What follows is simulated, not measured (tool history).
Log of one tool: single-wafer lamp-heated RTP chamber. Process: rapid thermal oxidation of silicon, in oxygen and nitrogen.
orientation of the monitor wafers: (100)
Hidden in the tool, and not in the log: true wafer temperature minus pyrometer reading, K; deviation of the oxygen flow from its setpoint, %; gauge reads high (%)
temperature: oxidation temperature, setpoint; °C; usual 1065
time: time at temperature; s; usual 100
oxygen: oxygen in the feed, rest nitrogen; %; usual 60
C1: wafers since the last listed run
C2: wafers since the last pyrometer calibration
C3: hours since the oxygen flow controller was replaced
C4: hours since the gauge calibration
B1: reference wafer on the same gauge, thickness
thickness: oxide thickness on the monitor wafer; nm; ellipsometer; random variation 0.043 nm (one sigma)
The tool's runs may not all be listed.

{"run": 1, "hour": 0.0, "temperature": 1065, "time": 83, "oxygen": 60, "C1": 0, "C2": 4422, "C3": 2989.4, "C4": 287.7, "B1": 11.192, "thickness": 10.465}
{"run": 2, "hour": 8.8, "temperature": 1065, "time": 83, "oxygen": 60, "C1": 72, "C2": 4495, "C3": 2998.2, "C4": 296.5, "B1": 11.183, "thickness": 10.496}
{"hour": 14.7, "done": "gauge calibrated"}
{"run": 3, "hour": 15.0, "temperature": 1065, "time": 100, "oxygen": 60, "C1": 50, "C2": 4546, "C3": 3004.4, "C4": 0.3, "B1": 11.178, "thickness": 11.396}
{"run": 4, "hour": 25.3, "temperature": 1045, "time": 81, "oxygen": 60, "C1": 84, "C2": 4630, "C3": 3014.7, "C4": 10.6, "B1": 11.197, "thickness": 9.069}
{"run": 5, "hour": 41.7, "temperature": 1065, "time": 88, "oxygen": 60, "C1": 134, "C2": 4765, "C3": 3031.1, "C4": 27.0, "B1": 11.199, "thickness": 10.741}
{"run": 6, "hour": 47.8, "temperature": 1065, "time": 100, "oxygen": 60, "C1": 50, "C2": 4815, "C3": 3037.2, "C4": 33.1, "B1": 11.211, "thickness": 11.354}
{"run": 7, "hour": 61.7, "temperature": 1065, "time": 100, "oxygen": 60, "C1": 114, "C2": 4929, "C3": 3051.1, "C4": 47.0, "B1": 11.221, "thickness": 11.411}
{"run": 8, "hour": 75.2, "temperature": 1065, "time": 100, "oxygen": 60, "C1": 110, "C2": 5040, "C3": 3064.6, "C4": 60.5, "B1": 11.197, "thickness": 11.374}
{"run": 9, "hour": 82.9, "temperature": 1065, "time": 100, "oxygen": 60, "C1": 63, "C2": 5103, "C3": 3072.3, "C4": 68.2, "B1": 11.195, "thickness": 11.432}
{"run": 10, "hour": 99.7, "temperature": 1065, "time": 100, "oxygen": 60, "C1": 138, "C2": 5241, "C3": 3089.1, "C4": 85.0, "B1": 11.189, "thickness": 11.445}
{"run": 11, "hour": 117.4, "temperature": 1065, "time": 100, "oxygen": 60, "C1": 145, "C2": 5387, "C3": 3106.8, "C4": 102.7, "B1": 11.181, "thickness": 11.506}
{"run": 12, "hour": 133.6, "temperature": 1065, "time": 100, "oxygen": 60, "C1": 133, "C2": 5520, "C3": 3123.0, "C4": 118.9, "B1": 11.198, "thickness": 11.429}
{"run": 13, "hour": 148.0, "temperature": 1051, "time": 100, "oxygen": 60, "C1": 118, "C2": 5638, "C3": 3137.4, "C4": 133.3, "B1": 11.216, "thickness": 10.46}
{"hour": 159.0, "done": "oxygen flow controller replaced"}
{"run": 14, "hour": 163.4, "temperature": 1082, "time": 87, "oxygen": 60, "C1": 60, "C2": 5699, "C3": 4.4, "C4": 148.7, "B1": 11.188, "thickness": 12.026}
{"run": 15, "hour": 170.3, "temperature": 1065, "time": 100, "oxygen": 60, "C1": 56, "C2": 5756, "C3": 11.3, "C4": 155.6, "B1": 11.196, "thickness": 11.469}
{"run": 16, "hour": 187.9, "temperature": 1080, "time": 73, "oxygen": 77, "C1": 144, "C2": 5900, "C3": 28.9, "C4": 173.2, "B1": 11.211, "thickness": 12.085}
{"run": 17, "hour": 195.2, "temperature": 1073, "time": 100, "oxygen": 60, "C1": 59, "C2": 5960, "C3": 36.2, "C4": 180.5, "B1": 11.215, "thickness": 12.089}
{"run": 18, "hour": 210.8, "temperature": 1055, "time": 132, "oxygen": 71, "C1": 128, "C2": 6088, "C3": 51.8, "C4": 196.1, "B1": 11.178, "thickness": 12.959}
{"run": 19, "hour": 224.2, "temperature": 1065, "time": 100, "oxygen": 60, "C1": 110, "C2": 6198, "C3": 65.2, "C4": 209.5, "B1": 11.185, "thickness": 11.56}
{"hour": 259.6, "done": "pyrometer window cleaned and pyrometer calibrated"}
{"run": 20, "hour": 266.6, "temperature": 1090, "time": 141, "oxygen": 60, "C1": 282, "C2": 57, "C3": 107.6, "C4": 251.9, "B1": 11.193, "thickness": 14.78}
{"run": 21, "hour": 287.2, "temperature": 1053, "time": 100, "oxygen": 48, "C1": 169, "C2": 226, "C3": 128.2, "C4": 272.5, "B1": 11.194, "thickness": 9.126}
{"hour": 290.3, "done": "gauge calibrated"}
{"run": 22, "hour": 299.3, "temperature": 1065, "time": 100, "oxygen": 60, "C1": 99, "C2": 326, "C3": 140.3, "C4": 9.0, "B1": 11.206, "thickness": 10.753}
{"run": 23, "hour": 318.1, "temperature": 1057, "time": 100, "oxygen": 30, "C1": 154, "C2": 480, "C3": 159.1, "C4": 27.8, "B1": 11.21, "thickness": 8.019}
{"run": 24, "hour": 329.9, "temperature": 1047, "time": 141, "oxygen": 60, "C1": 96, "C2": 577, "C3": 170.9, "C4": 39.6, "B1": 11.188, "thickness": 11.239}
{"run": 25, "hour": 345.3, "temperature": 1065, "time": 100, "oxygen": 60, "C1": 126, "C2": 703, "C3": 186.3, "C4": 55.0, "B1": 11.213, "thickness": 10.909}
{"run": 26, "hour": 361.1, "temperature": 1065, "time": 61, "oxygen": 60, "C1": 129, "C2": 833, "C3": 202.1, "C4": 70.8, "B1": 11.19, "thickness": 8.73}
{"run": 27, "hour": 379.1, "temperature": 1090, "time": 100, "oxygen": 75, "C1": 147, "C2": 981, "C3": 220.1, "C4": 88.8, "B1": 11.197, "thickness": 13.95}

5 ways to go on from here, each from the tool as it stands after run 27. What would each give?
{"run": "A", "hour": 379.6, "temperature": 1065, "time": 100, "oxygen": 60, "C1": 4, "C2": 985, "C3": 220.6, "C4": 89.3, "B1": "?", "thickness": "?"}
{"run": "B", "hour": 379.6, "temperature": 1088, "time": 100, "oxygen": 60, "C1": 4, "C2": 985, "C3": 220.6, "C4": 89.3, "B1": "?", "thickness": "?"}
{"run": "C", "hour": 379.6, "temperature": 1035, "time": 100, "oxygen": 60, "C1": 4, "C2": 985, "C3": 220.6, "C4": 89.3, "B1": "?", "thickness": "?"}
{"run": "D", "hour": 379.6, "temperature": 1079, "time": 135, "oxygen": 87, "C1": 4, "C2": 985, "C3": 220.6, "C4": 89.3, "B1": "?", "thickness": "?"}
{"run": "E", "hour": 379.6, "temperature": 1065, "time": 74, "oxygen": 35, "C1": 4, "C2": 985, "C3": 220.6, "C4": 89.3, "B1": "?", "thickness": "?"}

run=A B1=11.207 thickness=10.990
run=B B1=11.207 thickness=12.771
run=C B1=11.207 thickness=8.955
run=D B1=11.207 thickness=15.855
run=E B1=11.207 thickness=7.918
Without the tool's hidden state the same runs would have given:
run=A thickness=10.723
run=B thickness=12.473
run=C thickness=8.727
run=D thickness=15.478
run=E thickness=7.728

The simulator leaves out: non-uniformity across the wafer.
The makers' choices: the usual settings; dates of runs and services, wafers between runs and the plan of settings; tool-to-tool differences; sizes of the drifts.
